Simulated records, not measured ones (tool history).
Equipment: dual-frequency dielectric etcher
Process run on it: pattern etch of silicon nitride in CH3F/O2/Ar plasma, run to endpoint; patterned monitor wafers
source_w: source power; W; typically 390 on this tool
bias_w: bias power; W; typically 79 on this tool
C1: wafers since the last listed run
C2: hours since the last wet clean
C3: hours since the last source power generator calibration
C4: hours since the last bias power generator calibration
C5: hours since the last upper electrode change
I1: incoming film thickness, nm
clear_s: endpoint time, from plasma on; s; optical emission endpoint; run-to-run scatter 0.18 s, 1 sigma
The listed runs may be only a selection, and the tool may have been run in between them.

Run 1, hour 0.0: usual settings but bias_w 92 W; C1 0; C2 391.3; C3 2274.4; C4 3945.6; C5 3896.9; I1 38.36. Result: clear_s 48.5 s.
Run 2, hour 20.1: usual settings but bias_w 92 W; C1 179; C2 411.4; C3 2294.5; C4 3965.7; C5 3917.0; I1 38.35. Result: clear_s 48.8 s.
Run 3, hour 43.4: usual settings but bias_w 92 W; C1 207; C2 434.7; C3 2317.8; C4 3989.0; C5 3940.3; I1 38.57. Result: clear_s 49.3 s.
Run 4, hour 118.3: usual settings but source_w 330 W, bias_w 84 W; C1 667; C2 509.6; C3 2392.7; C4 4063.9; C5 4015.2; I1 38.07. Result: clear_s 52.2 s.
Run 5, hour 135.1: usual settings; C1 149; C2 526.4; C3 2409.5; C4 4080.7; C5 4032.0; I1 38.09. Result: clear_s 51.8 s.
Run 6, hour 158.9: usual settings; C1 212; C2 550.2; C3 2433.3; C4 4104.5; C5 4055.8; I1 38.84. Result: clear_s 52.5 s.
Run 7, hour 182.8: usual settings; C1 212; C2 574.1; C3 2457.2; C4 4128.4; C5 4079.7; I1 38.21. Result: clear_s 51.4 s.
At hour 187.2: source power generator calibrated.
Run 8, hour 206.9: usual settings but bias_w 94 W; C1 179; C2 598.2; C3 19.7; C4 4152.5; C5 4103.8; I1 38.37. Result: clear_s 48.2 s.
At hour 254.0: wet clean of the chamber.
Run 9, hour 254.5: usual settings but bias_w 85 W; C1 210; C2 0.5; C3 67.3; C4 4200.1; C5 4151.4; I1 38.21. Result: clear_s 49.9 s.
Run 10, hour 254.8: usual settings; C1 2; C2 0.8; C3 67.6; C4 4200.4; C5 4151.7; I1 38.28. Result: clear_s 51.4 s.
Run 11, hour 283.2: usual settings; C1 253; C2 29.2; C3 96.0; C4 4228.8; C5 4180.1; I1 38.28. Result: clear_s 51.6 s.
Run 12, hour 315.5: usual settings but source_w 470 W, bias_w 62 W; C1 287; C2 61.5; C3 128.3; C4 4261.1; C5 4212.4; I1 38.13. Result: clear_s 54.0 s.
Run 13, hour 334.5: usual settings but source_w 450 W, bias_w 86 W; C1 169; C2 80.5; C3 147.3; C4 4280.1; C5 4231.4; I1 38.54. Result: clear_s 48.3 s.
Run 14, hour 347.6: usual settings; C1 116; C2 93.6; C3 160.4; C4 4293.2; C5 4244.5; I1 38.71. Result: clear_s 52.2 s.
Run 15, hour 374.6: usual settings but source_w 310 W, bias_w 59 W; C1 240; C2 120.6; C3 187.4; C4 4320.2; C5 4271.5; I1 38.51. Result: clear_s 62.2 s.
At hour 407.9: bias power generator calibrated.
At hour 415.0: upper electrode replaced.
Run 16, hour 415.5: usual settings; C1 265; C2 161.5; C3 228.3; C4 7.6; C5 0.5; I1 38.57. Result: clear_s 51.8 s.
Run 17, hour 420.9: usual settings but bias_w 63 W; C1 48; C2 166.9; C3 233.7; C4 13.0; C5 5.9; I1 38.60. Result: clear_s 57.0 s.
Run 18, hour 442.3: usual settings but source_w 310 W, bias_w 71 W; C1 190; C2 188.3; C3 255.1; C4 34.4; C5 27.3; I1 38.16. Result: clear_s 56.9 s.
Run 19, hour 475.8: usual settings but source_w 350 W, bias_w 97 W; C1 298; C2 221.8; C3 288.6; C4 67.9; C5 60.8; I1 38.20. Result: clear_s 48.4 s.
Run 20, hour 503.2: usual settings but source_w 460 W, bias_w 94 W; C1 244; C2 249.2; C3 316.0; C4 95.3; C5 88.2; I1 38.66. Result: clear_s 46.5 s.
Run 21, hour 538.0: usual settings but source_w 470 W, bias_w 60 W; C1 310; C2 284.0; C3 350.8; C4 130.1; C5 123.0; I1 38.55. Result: clear_s 55.1 s.
Run 22, hour 560.8: usual settings but source_w 360 W, bias_w 86 W; C1 203; C2 306.8; C3 373.6; C4 152.9; C5 145.8; I1 38.15. Result: clear_s 50.5 s.
Run 23, hour 621.2: usual settings; C1 538; C2 367.2; C3 434.0; C4 213.3; C5 206.2; I1 38.17. Result: clear_s 51.3 s.

Hidden condition of the tool, last listed run before each entry between runs versus first listed run after:
Run 7 -> run 8: source power generator calibrated (hour 187.2)
  both runs share identical hidden conditions
Run 8 -> run 9: wet clean of the chamber (hour 254.0)
  both runs share identical hidden conditions
Run 15 -> run 16: bias power generator calibrated (hour 407.9); upper electrode replaced (hour 415.0)
  both runs share identical hidden conditions

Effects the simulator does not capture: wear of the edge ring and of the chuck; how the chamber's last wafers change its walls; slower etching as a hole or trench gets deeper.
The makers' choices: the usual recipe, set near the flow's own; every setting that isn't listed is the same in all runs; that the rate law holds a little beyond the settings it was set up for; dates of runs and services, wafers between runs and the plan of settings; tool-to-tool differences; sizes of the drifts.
